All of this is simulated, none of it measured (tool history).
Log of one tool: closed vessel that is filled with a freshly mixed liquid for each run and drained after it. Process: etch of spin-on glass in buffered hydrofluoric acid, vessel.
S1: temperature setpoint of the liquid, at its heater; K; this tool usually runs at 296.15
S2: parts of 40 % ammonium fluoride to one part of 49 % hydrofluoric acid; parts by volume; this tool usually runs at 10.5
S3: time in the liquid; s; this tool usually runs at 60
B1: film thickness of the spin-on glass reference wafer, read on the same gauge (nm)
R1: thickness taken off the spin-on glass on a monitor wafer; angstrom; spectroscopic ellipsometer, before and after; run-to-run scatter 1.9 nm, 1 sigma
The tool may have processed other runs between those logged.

{"run": 1, "hour": 0.0, "S1": 296.15, "S2": 10.5, "S3": 60, "B1": 100.02, "R1": 1633.8}
{"run": 2, "hour": 16.7, "S1": 296.15, "S2": 8.0, "S3": 60, "B1": 99.94, "R1": 2092.9}
{"run": 3, "hour": 30.5, "S1": 296.15, "S2": 8.0, "S3": 60, "B1": 99.98, "R1": 2045.9}
{"run": 4, "hour": 49.6, "S1": 296.15, "S2": 10.5, "S3": 60, "B1": 99.97, "R1": 1607.9}
{"run": 5, "hour": 70.3, "S1": 296.15, "S2": 10.5, "S3": 60, "B1": 100.0, "R1": 1615.5}
{"run": 6, "hour": 95.2, "S1": 296.15, "S2": 10.5, "S3": 60, "B1": 99.99, "R1": 1601.0}
{"hour": 106.9, "done": "gauge calibrated"}
{"run": 7, "hour": 122.1, "S1": 296.15, "S2": 10.5, "S3": 60, "B1": 100.02, "R1": 1570.0}
{"run": 8, "hour": 154.1, "S1": 296.15, "S2": 10.5, "S3": 60, "B1": 99.98, "R1": 1594.7}
{"hour": 183.3, "done": "thermometer replaced"}
{"run": 9, "hour": 186.3, "S1": 293.65, "S2": 10.5, "S3": 60, "B1": 99.98, "R1": 1590.3}
{"run": 10, "hour": 218.9, "S1": 293.65, "S2": 10.5, "S3": 60, "B1": 100.0, "R1": 1613.5}
{"run": 11, "hour": 238.8, "S1": 296.15, "S2": 10.5, "S3": 60, "B1": 99.99, "R1": 1848.3}
{"run": 12, "hour": 252.5, "S1": 297.65, "S2": 10.5, "S3": 60, "B1": 100.02, "R1": 1978.6}
{"run": 13, "hour": 273.9, "S1": 301.15, "S2": 12.0, "S3": 60, "B1": 100.01, "R1": 2092.8}
{"run": 14, "hour": 304.2, "S1": 298.15, "S2": 8.0, "S3": 30, "B1": 100.0, "R1": 1267.9}
{"run": 15, "hour": 318.7, "S1": 299.15, "S2": 7.0, "S3": 90, "B1": 99.98, "R1": 4549.6}
{"run": 16, "hour": 349.9, "S1": 296.15, "S2": 10.5, "S3": 60, "B1": 100.01, "R1": 1772.4}
{"run": 17, "hour": 369.4, "S1": 296.15, "S2": 10.5, "S3": 80, "B1": 99.98, "R1": 2346.4}
{"hour": 386.5, "done": "gauge calibrated"}
{"run": 18, "hour": 393.1, "S1": 298.15, "S2": 7.5, "S3": 90, "B1": 100.0, "R1": 3963.1}
{"hour": 407.2, "done": "hydrofluoric acid flow meter replaced"}
{"run": 19, "hour": 422.0, "S1": 297.65, "S2": 7.5, "S3": 60, "B1": 100.0, "R1": 2936.7}
{"run": 20, "hour": 442.0, "S1": 294.65, "S2": 8.5, "S3": 60, "B1": 99.97, "R1": 2207.4}
{"run": 21, "hour": 474.8, "S1": 296.15, "S2": 10.5, "S3": 60, "B1": 100.01, "R1": 1994.6}
{"run": 22, "hour": 510.5, "S1": 294.65, "S2": 14.5, "S3": 75, "B1": 100.0, "R1": 1665.6}
{"run": 23, "hour": 527.6, "S1": 296.15, "S2": 14.0, "S3": 75, "B1": 100.03, "R1": 1832.2}
{"run": 24, "hour": 549.1, "S1": 292.15, "S2": 13.5, "S3": 60, "B1": 99.98, "R1": 1249.8}

What if the next run were any one of these 4? Each begins from the tool's condition after run 24:
{"run": "A", "hour": 549.8, "S1": 296.15, "S2": 9.0, "S3": 60, "B1": "?", "R1": "?"}
{"run": "B", "hour": 549.8, "S1": 293.65, "S2": 12.5, "S3": 75, "B1": "?", "R1": "?"}
{"run": "C", "hour": 549.8, "S1": 292.65, "S2": 9.0, "S3": 70, "B1": "?", "R1": "?"}
{"run": "D", "hour": 549.8, "S1": 300.15, "S2": 13.5, "S3": 40, "B1": "?", "R1": "?"}

run=A B1=99.98 R1=2183.3
run=B B1=99.98 R1=1776.3
run=C B1=99.98 R1=2095.4
run=D B1=99.98 R1=1255.7
Without the tool's hidden state the same runs would have given:
run=A R1=2299.8
run=B R1=1884.2
run=C R1=2209.4
run=D R1=1329.7
